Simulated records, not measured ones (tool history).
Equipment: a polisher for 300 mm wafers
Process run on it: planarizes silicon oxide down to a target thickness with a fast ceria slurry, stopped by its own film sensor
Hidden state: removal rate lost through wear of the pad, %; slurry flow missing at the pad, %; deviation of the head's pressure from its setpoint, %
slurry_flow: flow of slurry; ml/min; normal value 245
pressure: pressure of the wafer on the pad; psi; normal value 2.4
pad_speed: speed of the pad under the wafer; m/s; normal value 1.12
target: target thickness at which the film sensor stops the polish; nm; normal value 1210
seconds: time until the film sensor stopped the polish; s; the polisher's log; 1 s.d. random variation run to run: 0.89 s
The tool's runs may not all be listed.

| run | hour | slurry_flow | pressure | pad_speed | target | wafers since the last listed run | wafers polished on this pad | hours since the slurry nozzle was cleaned | hours since the head pressure was calibrated | incoming thickness of the incoming film, nm | seconds |
|---|---|---|---|---|---|---|---|---|---|---|---|
| 1 | 0 | 245 | 2.4 | 1.12 | 1210 | 0 | 705 | 473.9 | 653.6 | 1923.5 | 59.2 |
| 2 | 40 | 245 | 2.4 | 1.12 | 1210 | 309 | 1015 | 513.9 | 693.6 | 1922.3 | 60.6 |
|  | 90.8 | worn pad replaced by a new one |
| 3 | 134 | 245 | 2.4 | 1.12 | 1210 | 695 | 334 | 607.9 | 787.6 | 1879 | 51.8 |
|  | 145.8 | slurry nozzle cleaned |
| 4 | 185.8 | 245 | 2.4 | 1.12 | 1210 | 392 | 726 | 40 | 839.4 | 1937.1 | 60.9 |
|  | 247.7 | worn pad replaced by a new one |
| 5 | 257.8 | 245 | 2.4 | 1.12 | 1210 | 525 | 78 | 112 | 911.4 | 1907.7 | 55.2 |
| 6 | 318.9 | 245 | 2.4 | 0.98 | 1210 | 472 | 550 | 173.1 | 972.5 | 1873.3 | 60.6 |
| 7 | 406.7 | 245 | 2.9 | 1.12 | 1210 | 678 | 1229 | 260.9 | 1060.3 | 1931 | 53.7 |
|  | 429.5 | worn pad replaced by a new one |
| 8 | 478 | 215 | 2.2 | 1.12 | 1210 | 520 | 374 | 332.2 | 1131.6 | 1895.4 | 62.9 |
| 9 | 530.2 | 270 | 2.1 | 1.12 | 1370 | 403 | 778 | 384.4 | 1183.8 | 1906.3 | 49.4 |
|  | 600.2 | head pressure recalibrated |
|  | 623.4 | worn pad replaced by a new one |
| 10 | 623.9 | 245 | 2.4 | 1.12 | 1210 | 678 | 3 | 478.1 | 23.7 | 1898 | 53.9 |
|  | 639.6 | slurry nozzle cleaned |
| 11 | 668.1 | 245 | 2.4 | 1.48 | 1079 | 334 | 337 | 28.5 | 67.9 | 1933.3 | 53.3 |
| 12 | 714.4 | 245 | 2.4 | 1.12 | 1210 | 357 | 695 | 74.8 | 114.2 | 1903.6 | 58.1 |
|  | 792.6 | worn pad replaced by a new one |
| 13 | 811.6 | 325 | 2.4 | 1 | 1210 | 720 | 147 | 172 | 211.4 | 1910.2 | 59.9 |
| 14 | 880.5 | 280 | 1.8 | 0.98 | 1355 | 532 | 679 | 240.9 | 280.3 | 1899.6 | 66.3 |

For some of the steps in seconds from one run to the next: how much would appear even if the tool had no hidden state, given the settings, what came in and random variation, and how much remains for the hidden state plus any gauge scatter that the measured result and the result without hidden state don't share?
Run 6 -> 7: pressure 2.4 -> 2.9, pad_speed 0.98 -> 1.12. seconds -6.9 s: hidden state +4.1, all else -11.
Run 8 -> 9: slurry_flow 215 -> 270, pressure 2.2 -> 2.1, target 1210 -> 1370. seconds -13.5 s: hidden state +1.1, all else -14.6.

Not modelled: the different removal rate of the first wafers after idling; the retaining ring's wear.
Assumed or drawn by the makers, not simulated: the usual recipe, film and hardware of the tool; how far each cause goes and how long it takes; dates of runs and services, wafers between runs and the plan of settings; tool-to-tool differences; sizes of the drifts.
